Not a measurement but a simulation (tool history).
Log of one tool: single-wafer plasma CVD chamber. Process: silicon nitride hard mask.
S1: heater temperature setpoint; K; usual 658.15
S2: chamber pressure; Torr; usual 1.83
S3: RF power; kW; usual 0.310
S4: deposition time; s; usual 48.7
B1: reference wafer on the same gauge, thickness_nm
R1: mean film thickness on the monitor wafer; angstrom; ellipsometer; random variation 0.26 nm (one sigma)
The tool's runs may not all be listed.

| run | hour | S1 | S2 | S3 | S4 | B1 | R1 |
|---|---|---|---|---|---|---|---|
| 1 | 0.0 | 658.15 | 1.83 | 0.310 | 48.7 | 63.502 | 616.82 |
|  | 50.6 | RF generator calibrated |
| 2 | 69.3 | 658.15 | 1.83 | 0.310 | 48.7 | 63.495 | 617.62 |
| 3 | 126.8 | 663.15 | 1.83 | 0.310 | 55.9 | 63.378 | 708.74 |
| 4 | 177.1 | 663.15 | 1.83 | 0.310 | 55.9 | 63.466 | 717.74 |
| 5 | 223.1 | 651.15 | 1.83 | 0.310 | 48.7 | 63.474 | 624.15 |
| 6 | 318.8 | 658.15 | 1.83 | 0.310 | 48.7 | 63.442 | 621.88 |
| 7 | 400.7 | 658.15 | 1.83 | 0.310 | 46.1 | 63.480 | 590.39 |
| 8 | 464.1 | 658.15 | 1.83 | 0.310 | 46.1 | 63.317 | 583.19 |
| 9 | 560.6 | 658.15 | 1.83 | 0.310 | 46.1 | 63.252 | 587.95 |
| 10 | 606.8 | 658.15 | 1.83 | 0.310 | 48.7 | 63.483 | 620.17 |
|  | 776.3 | gauge calibrated |
| 11 | 921.3 | 658.15 | 1.83 | 0.310 | 48.7 | 63.427 | 617.29 |
|  | 976.1 | thermocouple changed; heater temperature recalibrated |
| 12 | 1017.0 | 658.15 | 1.83 | 0.310 | 48.7 | 63.450 | 617.16 |
| 13 | 1106.2 | 649.15 | 1.83 | 0.310 | 48.7 | 63.345 | 623.52 |
| 14 | 1157.2 | 647.15 | 2.13 | 0.350 | 52.2 | 63.337 | 756.22 |
|  | 1209.6 | capacitance manometer re-zeroed and calibrated |
|  | 1243.4 | RF generator calibrated |
| 15 | 1261.8 | 658.15 | 1.83 | 0.340 | 56.2 | 63.366 | 751.92 |
| 16 | 1316.2 | 658.15 | 1.83 | 0.310 | 48.7 | 63.419 | 621.84 |
| 17 | 1365.2 | 664.15 | 1.83 | 0.290 | 48.7 | 63.320 | 596.64 |
| 18 | 1402.0 | 658.15 | 2.06 | 0.310 | 48.7 | 63.464 | 649.99 |
| 19 | 1441.0 | 658.15 | 1.83 | 0.310 | 48.7 | 63.274 | 618.87 |
|  | 1456.9 | showerhead replaced |
| 20 | 1503.7 | 662.15 | 1.83 | 0.310 | 57.2 | 63.475 | 731.32 |
| 21 | 1585.5 | 658.15 | 1.83 | 0.310 | 48.7 | 63.484 | 616.74 |
| 22 | 1640.3 | 670.15 | 2.12 | 0.260 | 48.7 | 63.355 | 581.50 |
| 23 | 1729.7 | 658.15 | 1.83 | 0.280 | 48.7 | 63.345 | 584.83 |
| 24 | 1826.5 | 658.15 | 1.83 | 0.310 | 48.7 | 63.425 | 620.08 |
| 25 | 1899.9 | 645.15 | 1.42 | 0.260 | 54.9 | 63.415 | 569.72 |
| 26 | 2004.3 | 658.15 | 1.83 | 0.310 | 48.7 | 63.358 | 625.16 |
| 27 | 2087.6 | 664.15 | 1.64 | 0.310 | 41.5 | 63.333 | 505.96 |
| 28 | 2169.2 | 658.15 | 1.83 | 0.255 | 52.1 | 63.357 | 591.04 |

What the log doesn't show, run by run:
wafer temperature above the value expected at the setpoint (K): 0 in every run
delivered RF power above the setpoint (%): 0 in every run
true pressure above the setpoint (%): 0 in every run
gauge reads high (%): 0 in every run
